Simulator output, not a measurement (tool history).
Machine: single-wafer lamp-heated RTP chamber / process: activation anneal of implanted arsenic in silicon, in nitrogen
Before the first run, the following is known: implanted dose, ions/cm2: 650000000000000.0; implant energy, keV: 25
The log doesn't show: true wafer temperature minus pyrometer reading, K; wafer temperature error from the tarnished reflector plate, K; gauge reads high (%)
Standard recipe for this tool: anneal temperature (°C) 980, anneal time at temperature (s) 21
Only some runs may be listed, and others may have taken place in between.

run,hour,anneal temperature (°C),anneal time at temperature (s),wafers since the last listed run,wafers since the last pyrometer calibration,wafers since the reflector plate was cleaned,hours since the gauge calibration,"read-back reference wafer on the same gauge, sheet resistance",sheet resistance of the implanted and annealed layer (ohm/square)
1,0.0,980,21,0,3385,3655,628.5,162.97,175.61
# hour 7.7: pyrometer window cleaned and pyrometer calibrated
2,16.9,980,21,115,115,3770,645.4,163.00,177.65
3,32.2,980,21,192,307,3962,660.7,162.97,177.30
4,61.4,980,21,366,674,4329,689.9,163.00,176.96
5,91.7,980,21,380,1054,4709,720.2,163.03,176.78
6,116.6,980,21,312,1367,5022,745.1,162.93,176.61
7,132.7,980,21,202,1569,5224,761.2,162.91,177.21
8,157.6,980,24,312,1882,5537,786.1,163.03,176.08
9,183.2,997,17,321,2203,5858,811.7,162.78,175.37
10,211.2,997,17,351,2555,6210,839.7,162.98,175.86
11,230.1,997,17,237,2792,6447,858.6,163.00,175.18
12,251.0,980,30,262,3055,6710,879.5,162.80,174.33
# hour 269.5: gauge calibrated
13,279.3,971,21,355,3410,7065,9.8,162.85,177.33
14,309.7,971,21,381,3792,7447,40.2,163.07,176.94
# hour 320.2: pyrometer window cleaned and pyrometer calibrated
15,338.6,971,21,262,230,7709,69.1,162.99,178.40
16,372.4,980,17,424,655,8134,102.9,163.14,178.14
17,403.1,980,17,385,1040,8519,133.6,163.01,177.66
18,418.5,980,17,193,1234,8713,149.0,163.04,177.84
19,436.8,954,17,229,1463,8942,167.3,163.15,182.02
20,461.1,999,30,305,1769,9247,191.6,163.00,171.44
21,494.4,992,26,418,2187,9666,224.9,163.04,173.55
22,513.6,995,29,241,2428,9907,244.1,162.85,171.82
23,546.5,965,31,413,2841,10320,277.0,163.00,175.19
24,569.2,980,21,285,3126,10605,299.7,163.02,175.84
25,603.4,980,28,429,3555,11034,333.9,163.03,173.77
# hour 620.5: pyrometer window cleaned and pyrometer calibrated
26,621.0,1002,25,120,6,11155,351.5,162.96,173.36
27,646.8,971,31,323,330,11479,377.3,163.05,176.44
28,673.9,980,30,340,671,11819,404.4,162.83,174.31
# hour 687.6: reflector plate cleaned
29,695.8,1003,13,174,845,103,426.3,163.06,176.84
30,725.1,956,33,367,1213,471,455.6,163.02,177.80
31,746.7,980,33,271,1484,742,477.2,162.91,174.43
32,762.4,980,21,197,1681,939,492.9,162.86,176.61
33,797.0,953,9,434,2116,1374,527.5,162.99,184.83
34,810.6,980,21,170,2287,1544,541.1,162.99,176.55
35,840.3,952,11,372,2660,1917,570.8,162.87,184.33
36,854.7,1009,16,180,2840,2098,585.2,162.93,173.97
37,878.2,980,16,295,3136,2393,608.7,162.89,177.55

Consider 4 possible next runs. They are alternatives, not a sequence: every one starts from the tool as it was left by run 37. What does each give?
A,878.6,980,15,5,3141,2398,609.1,?,?
B,878.6,962,28,5,3141,2398,609.1,?,?
C,878.6,991,30,5,3141,2398,609.1,?,?
D,878.6,1010,16,5,3141,2398,609.1,?,?

run,"read-back reference wafer on the same gauge, sheet resistance",sheet resistance of the implanted and annealed layer (ohm/square)
A,163.02,178.32
B,163.02,177.45
C,163.02,172.75
D,163.02,173.82
Take away the tool's hidden state, keep each run's random variation, and the runs would have read:
run,sheet resistance of the implanted and annealed layer (ohm/square)
A,179.58
B,178.72
C,174.01
D,175.00
